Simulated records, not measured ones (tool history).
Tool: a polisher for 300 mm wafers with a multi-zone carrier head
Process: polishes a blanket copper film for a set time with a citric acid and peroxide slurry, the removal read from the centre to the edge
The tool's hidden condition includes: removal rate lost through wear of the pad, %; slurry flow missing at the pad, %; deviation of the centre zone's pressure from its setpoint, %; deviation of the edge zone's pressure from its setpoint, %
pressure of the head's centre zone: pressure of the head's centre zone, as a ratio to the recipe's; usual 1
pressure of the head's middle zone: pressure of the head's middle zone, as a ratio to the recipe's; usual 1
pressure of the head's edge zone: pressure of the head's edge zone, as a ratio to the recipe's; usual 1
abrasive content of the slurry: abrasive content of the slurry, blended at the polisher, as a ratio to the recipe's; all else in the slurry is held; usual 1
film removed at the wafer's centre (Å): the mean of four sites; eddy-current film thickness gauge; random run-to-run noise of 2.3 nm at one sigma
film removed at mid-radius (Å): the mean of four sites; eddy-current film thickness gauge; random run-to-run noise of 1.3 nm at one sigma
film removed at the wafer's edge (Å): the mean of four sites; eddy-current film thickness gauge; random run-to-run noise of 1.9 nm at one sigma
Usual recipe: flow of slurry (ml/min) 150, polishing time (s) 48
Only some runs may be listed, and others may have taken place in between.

run     day  flow of slurry (ml/min)  pressure of the head's centre zone  pressure of the head's middle zone  pressure of the head's edge zone  abrasive content of the slurry  polishing time (s)  wafers since the last listed run  wafers polished on this pad  hours since the slurry nozzle was cleaned  hours since the centre zone pressure was calibrated  hours since the edge zone pressure was calibrated  hours since the carrier head's membrane was replaced  incoming thickness of the incoming film, nm  film removed at the wafer's centre (Å)  film removed at mid-radius (Å)  film removed at the wafer's edge (Å)
  1       0                      150                                   1                                   1                                 1                               1                  48                                 0                          951                                      191.6                                                  530                                              230.2                                                  20.7                                        948.6                                    1789                            1664                                  1643
      0.488  -- worn pad replaced by a new one
  2   0.508                      175                                   1                                   1                                 1                               1                  48                                70                            4                                      203.8                                                542.2                                              242.4                                                  32.9                                        950.4                                    1824                            1674                                  1675
  3   1.158                      150                                   1                                   1                                 1                               1                  48                               134                          139                                      219.4                                                557.8                                                258                                                  48.5                                        935.2                                    1754                            1646                                  1639
  4   1.638                      150                                   1                                   1                                 1                               1                  48                                99                          238                                      230.9                                                569.3                                              269.5                                                    60                                        947.7                                    1804                            1651                                  1645
  5   2.112                      150                                   1                                1.09                                 1                               1                  48                                98                          336                                      242.3                                                580.7                                              280.9                                                  71.4                                        935.1                                    1818                            1733                                  1620
  6   2.633                      195                                   1                                   1                              1.06                               1                  32                               108                          444                                      254.8                                                593.2                                              293.4                                                  83.9                                        949.8                                    1289                            1153                                  1147
  7   3.258                      150                                   1                                   1                                 1                               1                  48                               129                          574                                      269.8                                                608.2                                              308.4                                                  98.9                                        935.6                                    1815                            1629                                  1630
  8   3.779                      150                                   1                                   1                                 1                               1                  48                               108                          682                                      282.3                                                620.7                                              320.9                                                 111.4                                          951                                    1821                            1659                                  1667
      4.542  -- worn pad replaced by a new one
  9   4.562                      150                                   1                                   1                                 1                               1                  48                               127                            4                                      301.1                                                639.5                                              339.7                                                 130.2                                        938.8                                    1823                            1650                                  1657
 10    5.05                      170                                   1                                   1                                 1                               1                  48                               101                          105                                      312.8                                                651.2                                              351.4                                                 141.9                                        932.7                                    1884                            1673                                  1669
 11   5.658                      150                                0.97                                 0.9                                 1                               1                  48                               126                          231                                      327.4                                                665.8                                                366                                                 156.5                                        933.7                                    1780                            1535                                  1628
 12   5.917                      150                                   1                                   1                              1.05                               1                  48                                53                          285                                      333.6                                                  672                                              372.2                                                 162.7                                        955.6                                    1793                            1651                                  1668
      6.004  -- centre zone pressure recalibrated
      6.212  -- edge zone pressure recalibrated
 13   6.662                      150                                   1                                1.04                                 1                               1                  42                               120                          405                                      351.5                                                 15.8                                               10.8                                                 180.6                                        937.9                                    1483                            1476                                  1435
 14   7.096                      200                                   1                                   1                                 1                               1                  48                                89                          495                                      361.9                                                 26.2                                               21.2                                                   191                                        937.5                                    1772                            1717                                  1693
 15   7.658                      150                                 0.9                                0.95                                 1                               1                  48                               116                          611                                      375.4                                                 39.7                                               34.7                                                 204.5                                        945.5                                    1534                            1569                                  1687
      7.754  -- slurry nozzle cleaned
 16   8.025                      115                                0.91                                1.05                              0.96                               1                  48                                67                          679                                        6.5                                                 48.5                                               43.5                                                 213.3                                          943                                    1456                            1616                                  1565
 17   8.525                      150                                   1                                   1                                 1                               1                  48                               103                          782                                       18.5                                                 60.5                                               55.5                                                 225.3                                        957.2                                    1704                            1646                                  1667
      9.088  -- worn pad replaced by a new one
 18  10.171                      150                                   1                                   1                                 1                               1                  48                               306                          224                                         58                                                  100                                                 95                                                 264.8                                        935.7                                    1714                            1646                                  1629
 19  10.638                      150                                   1                                   1                                 1                               1                  48                                96                          321                                       69.2                                                111.2                                              106.2                                                   276                                        930.4                                    1736                            1657                                  1646
 20  11.021                      150                                   1                                1.05                                 1                             0.7                  48                                79                          400                                       78.4                                                120.4                                              115.4                                                 285.2                                        942.6                                    1639                            1614                                  1583
 21  12.362                      135                                   1                                   1                                 1                               1                  44                               278                          678                                      110.6                                                152.6                                              147.6                                                 317.4                                        938.2                                    1526                            1465                                  1477
 22  12.904                      150                                1.11                                1.06                                 1                            0.85                  60                               112                          791                                      123.6                                                165.6                                              160.6                                                 330.4                                        932.8                                    2351                            2112                                  2062

Forecast each of these 3 alternatives for the next run:
  A  12.921                      150                                   1                                   1                                 1                               1                  58                                 3                          794                                        124                                                  166                                                161                                                 330.8                                        938.8                                       ?                               ?                                     ?
  B  12.921                      150                                   1                                   1                              0.94                               1                  48                                 3                          794                                        124                                                  166                                                161                                                 330.8                                        938.8                                       ?                               ?                                     ?
  C  12.921                      150                                   1                                   1                                 1                               1                  59                                 3                          794                                        124                                                  166                                                161                                                 330.8                                        938.8                                       ?                               ?                                     ?

run  film removed at the wafer's centre (Å)  film removed at mid-radius (Å)  film removed at the wafer's edge (Å)
  A                                    2113                            1965                                  1974
  B                                    1749                            1627                                  1586
  C                                    2149                            1999                                  2008
Had the tool no hidden state, the same runs would have come out as:
run  film removed at the wafer's centre (Å)  film removed at mid-radius (Å)  film removed at the wafer's edge (Å)
  A                                    2045                            1966                                  1974
  B                                    1692                            1627                                  1586
  C                                    2080                            2000                                  2008

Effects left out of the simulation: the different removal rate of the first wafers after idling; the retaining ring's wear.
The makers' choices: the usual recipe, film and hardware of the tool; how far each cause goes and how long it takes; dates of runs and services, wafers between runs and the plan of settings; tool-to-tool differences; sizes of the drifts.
